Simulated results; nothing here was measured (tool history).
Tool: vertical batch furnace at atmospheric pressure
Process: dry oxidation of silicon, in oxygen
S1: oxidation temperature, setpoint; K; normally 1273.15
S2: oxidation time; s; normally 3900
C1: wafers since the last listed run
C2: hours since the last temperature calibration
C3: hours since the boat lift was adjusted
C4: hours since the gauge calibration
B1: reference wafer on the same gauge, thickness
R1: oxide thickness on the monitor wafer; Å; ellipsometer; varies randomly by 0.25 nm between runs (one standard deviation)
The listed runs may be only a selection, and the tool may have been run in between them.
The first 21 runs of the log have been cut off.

run,day,S1,S2,C1,C2,C3,C4,B1,R1
22,62.504,1273.15,3900,580,2847.4,87.4,449.5,42.89,550.7
23,65.296,1296.15,5070,999,2914.4,154.4,516.5,42.93,815.9
24,68.462,1290.15,3360,1134,2990.4,230.4,592.5,42.9,586
25,77.883,1289.15,5250,3374,3216.5,456.5,818.6,42.88,781.6
# day 81.146: thermocouples replaced and temperature profile calibrated
26,81.167,1253.15,5190,817,0.5,535.3,897.4,42.89,538.6
27,83.496,1273.15,1980,834,56.4,591.2,953.3,42.93,357.8
28,86.408,1289.15,4800,1043,126.3,661.1,1023.2,42.91,719.1
29,90.483,1288.15,3900,1459,224.1,758.9,1121,42.85,618
30,93.904,1252.15,5670,1225,306.2,841,1203.1,42.9,572.1
31,96.958,1273.15,3900,1093,379.5,914.3,1276.4,42.95,533.3
32,103.221,1297.15,3900,2242,529.8,1064.6,1426.7,42.81,672.2
33,106.521,1273.15,3900,1181,609,1143.8,1505.9,42.9,536.3

What if the next run were any one of these 5? Each begins from the tool's condition after run 33:
A,106.721,1273.15,3900,71,613.8,1148.6,1510.7,?,?
B,106.721,1262.15,2430,71,613.8,1148.6,1510.7,?,?
C,106.721,1261.15,2100,71,613.8,1148.6,1510.7,?,?
D,106.721,1285.15,3000,71,613.8,1148.6,1510.7,?,?
E,106.721,1254.15,3900,71,613.8,1148.6,1510.7,?,?

run,B1,R1
A,42.92,533
B,42.92,358.3
C,42.92,326.5
D,42.92,506.3
E,42.92,446.8
Without the tool's hidden state the same runs would have given:
run,R1
A,531.6
B,357.5
C,325.8
D,505.1
E,445.8
